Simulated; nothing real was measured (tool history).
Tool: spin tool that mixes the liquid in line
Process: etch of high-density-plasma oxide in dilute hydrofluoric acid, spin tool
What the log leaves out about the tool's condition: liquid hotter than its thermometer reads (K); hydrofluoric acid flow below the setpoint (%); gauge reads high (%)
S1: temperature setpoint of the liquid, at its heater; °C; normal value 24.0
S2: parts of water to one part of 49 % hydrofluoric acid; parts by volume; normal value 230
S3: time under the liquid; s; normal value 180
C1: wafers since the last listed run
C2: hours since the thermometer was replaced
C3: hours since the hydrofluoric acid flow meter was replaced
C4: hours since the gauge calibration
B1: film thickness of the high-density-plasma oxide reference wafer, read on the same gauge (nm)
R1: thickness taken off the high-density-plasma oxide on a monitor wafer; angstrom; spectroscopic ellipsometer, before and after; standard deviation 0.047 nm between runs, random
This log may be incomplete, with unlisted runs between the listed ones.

| run | hour | S1 | S2 | S3 | C1 | C2 | C3 | C4 | B1 | R1 |
|---|---|---|---|---|---|---|---|---|---|---|
| 1 | 0.0 | 24.0 | 230 | 180 | 0 | 1422.4 | 762.7 | 1531.3 | 60.01 | 65.4 |
| 2 | 74.3 | 24.0 | 230 | 180 | 624 | 1496.7 | 837.0 | 1605.6 | 60.00 | 64.1 |
| 3 | 128.3 | 24.0 | 230 | 180 | 454 | 1550.7 | 891.0 | 1659.6 | 60.00 | 63.9 |
| 4 | 226.8 | 24.0 | 230 | 125 | 828 | 1649.2 | 989.5 | 1758.1 | 60.00 | 44.7 |
| 5 | 323.3 | 27.5 | 230 | 180 | 811 | 1745.7 | 1086.0 | 1854.6 | 59.98 | 72.6 |
| 6 | 415.8 | 27.5 | 230 | 180 | 777 | 1838.2 | 1178.5 | 1947.1 | 60.03 | 71.5 |
| 7 | 455.0 | 20.5 | 230 | 180 | 329 | 1877.4 | 1217.7 | 1986.3 | 60.02 | 55.6 |
| 8 | 525.8 | 21.0 | 230 | 100 | 595 | 1948.2 | 1288.5 | 2057.1 | 59.99 | 31.9 |
| 9 | 590.3 | 24.0 | 230 | 245 | 542 | 2012.7 | 1353.0 | 2121.6 | 59.99 | 86.8 |
|  | 615.7 | hydrofluoric acid flow meter replaced |
| 10 | 634.5 | 24.0 | 230 | 155 | 363 | 2056.9 | 18.8 | 2165.8 | 59.98 | 58.8 |
|  | 648.2 | thermometer replaced |
| 11 | 685.9 | 24.0 | 230 | 180 | 423 | 37.7 | 70.2 | 2217.2 | 60.02 | 65.2 |
| 12 | 784.0 | 24.0 | 230 | 180 | 824 | 135.8 | 168.3 | 2315.3 | 60.01 | 65.1 |
|  | 784.9 | gauge calibrated |
| 13 | 840.8 | 24.0 | 230 | 180 | 477 | 192.6 | 225.1 | 55.9 | 60.01 | 64.6 |
| 14 | 878.3 | 20.0 | 230 | 255 | 315 | 230.1 | 262.6 | 93.4 | 59.98 | 78.2 |
| 15 | 941.0 | 24.0 | 230 | 180 | 527 | 292.8 | 325.3 | 156.1 | 59.99 | 64.4 |
| 16 | 1036.1 | 24.0 | 230 | 85 | 799 | 387.9 | 420.4 | 251.2 | 60.01 | 30.5 |
| 17 | 1073.5 | 24.0 | 270 | 180 | 314 | 425.3 | 457.8 | 288.6 | 59.99 | 52.4 |
| 18 | 1132.9 | 24.0 | 230 | 180 | 499 | 484.7 | 517.2 | 348.0 | 59.98 | 64.7 |
| 19 | 1236.3 | 27.5 | 310 | 220 | 869 | 588.1 | 620.6 | 451.4 | 60.00 | 59.8 |
| 20 | 1312.9 | 24.0 | 230 | 180 | 644 | 664.7 | 697.2 | 528.0 | 60.00 | 64.4 |
| 21 | 1412.2 | 29.0 | 170 | 230 | 835 | 764.0 | 796.5 | 627.3 | 59.98 | 142.4 |
| 22 | 1454.2 | 24.0 | 150 | 75 | 353 | 806.0 | 838.5 | 669.3 | 60.02 | 44.6 |
| 23 | 1540.6 | 19.5 | 320 | 180 | 726 | 892.4 | 924.9 | 755.7 | 60.02 | 35.6 |
| 24 | 1630.3 | 24.0 | 230 | 180 | 754 | 982.1 | 1014.6 | 845.4 | 60.00 | 63.6 |
| 25 | 1699.3 | 24.0 | 180 | 275 | 580 | 1051.1 | 1083.6 | 914.4 | 59.99 | 129.9 |
| 26 | 1787.4 | 24.0 | 230 | 180 | 740 | 1139.2 | 1171.7 | 1002.5 | 60.00 | 63.0 |
| 27 | 1836.1 | 28.5 | 230 | 240 | 409 | 1187.9 | 1220.4 | 1051.2 | 59.99 | 98.4 |
| 28 | 1881.3 | 27.0 | 160 | 75 | 380 | 1233.1 | 1265.6 | 1096.4 | 60.01 | 45.6 |
| 29 | 1922.3 | 22.0 | 285 | 135 | 344 | 1274.1 | 1306.6 | 1137.4 | 60.01 | 32.8 |
| 30 | 2026.4 | 24.0 | 230 | 180 | 875 | 1378.2 | 1410.7 | 1241.5 | 60.02 | 62.8 |
| 31 | 2077.2 | 26.5 | 230 | 275 | 427 | 1429.0 | 1461.5 | 1292.3 | 60.00 | 103.4 |
|  | 2146.6 | hydrofluoric acid flow meter replaced |
| 32 | 2173.7 | 27.0 | 230 | 135 | 803 | 1525.5 | 27.1 | 1388.8 | 59.99 | 56.6 |

What differs in the tool's unlogged condition from the final listed run ahead of each entry between runs to the first listed run following it?
From run 9 to run 10: hydrofluoric acid flow meter replaced (hour 615.7)
  liquid hotter than its thermometer reads (K): 1.16 -> 1.19; hydrofluoric acid flow below the setpoint (%): 6.01 -> 0.096
  difference, measured minus the result without the unlogged condition, R1: -3.1 -> +2.4 angstrom
From run 10 to run 11: thermometer replaced (hour 648.2)
  liquid hotter than its thermometer reads (K): 1.19 -> 0.0448; hydrofluoric acid flow below the setpoint (%): 0.096 -> 0.318
  difference, measured minus the result without the unlogged condition, R1: +2.4 -> -0.2 angstrom
From run 12 to run 13: gauge calibrated (hour 784.9)
  liquid hotter than its thermometer reads (K): 0.0999 -> 0.132; hydrofluoric acid flow below the setpoint (%): 0.741 -> 0.986
  difference, measured minus the result without the unlogged condition, R1: -0.4 -> -0.5 angstrom
From run 31 to run 32: hydrofluoric acid flow meter replaced (hour 2146.6)
  liquid hotter than its thermometer reads (K): 0.826 -> 0.881; hydrofluoric acid flow below the setpoint (%): 6.32 -> 0.697
  difference, measured minus the result without the unlogged condition, R1: -5.7 -> +1.2 angstrom
